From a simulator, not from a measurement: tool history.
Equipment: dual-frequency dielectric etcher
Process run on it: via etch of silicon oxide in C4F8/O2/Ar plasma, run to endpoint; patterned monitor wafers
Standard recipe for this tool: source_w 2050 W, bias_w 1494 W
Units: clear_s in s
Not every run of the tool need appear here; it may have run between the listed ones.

run	hour	source_w	bias_w	wafers since the last listed run	hours since the last wet clean	hours since the last source power generator calibration	hours since the last bias power generator calibration	hours since the last upper electrode change	incoming incoming film thickness, nm	clear_s
1	0	2050	1494	0	89.2	3623.3	3371.5	3192.7	1980.9	412.9
2	68.5	2050	1494	338	157.7	3691.8	3440	3261.2	1958.2	407.7
3	119.4	2050	1494	251	208.6	3742.7	3490.9	3312.1	1966.9	407.2
4	223	2050	1494	512	312.2	3846.3	3594.5	3415.7	1973	404.3
5	264.7	2050	1494	206	353.9	3888	3636.2	3457.4	1983	404
6	304.5	2050	1494	196	393.7	3927.8	3676	3497.2	1953.8	398.4
# hour 367.9: wet clean of the chamber
7	368.4	1860	1730	197	0.5	3991.7	3739.9	3561.1	1976.7	414.6
8	455.7	1860	1730	431	87.8	4079	3827.2	3648.4	1956.5	406.8
# hour 469.9: bias power generator calibrated
9	509	2250	1372	243	141.1	4132.3	39.1	3701.7	1967.7	406.6
10	554	1830	1142	222	186.1	4177.3	84.1	3746.7	1973.8	469.5
11	602.2	2460	1641	238	234.3	4225.5	132.3	3794.9	1961.7	364.8
# hour 661.4: upper electrode replaced
12	700.4	2050	1706	367	332.5	4323.7	230.5	39	1984.9	390.4
# hour 714.1: source power generator calibrated
# hour 768.5: wet clean of the chamber
13	778.8	2470	1649	249	10.3	64.7	308.9	117.4	1963.7	369.5
14	868.5	1750	1670	443	100	154.4	398.6	207.1	1967.5	422.6
15	964.5	1810	1341	474	196	250.4	494.6	303.1	1950.7	440.7
16	1046.8	2050	1494	407	278.3	332.7	576.9	385.4	1947.1	399.6
17	1135	2050	1494	436	366.5	420.9	665.1	473.6	1958.7	399.6

Some steps in clear_s between neighbouring runs. How much of each would the tool show without its hidden state too (settings, what came in, random variation), and how much is left for the hidden state, with any gauge scatter that isn't in both results?
Unlogged tool condition in this case: etch rate over this chamber's usual, %; source power that arrives over what is set, %; bias power that arrives over what is set, %.
Run 6 -> 7: source_w 2050 -> 1860, bias_w 1494 -> 1730, wet clean of the chamber. clear_s +16.2 s: hidden state +17, all else -0.8.
Run 10 -> 11: source_w 1830 -> 2460, bias_w 1142 -> 1641. clear_s -104.7 s: hidden state -0.3, all else -104.4.

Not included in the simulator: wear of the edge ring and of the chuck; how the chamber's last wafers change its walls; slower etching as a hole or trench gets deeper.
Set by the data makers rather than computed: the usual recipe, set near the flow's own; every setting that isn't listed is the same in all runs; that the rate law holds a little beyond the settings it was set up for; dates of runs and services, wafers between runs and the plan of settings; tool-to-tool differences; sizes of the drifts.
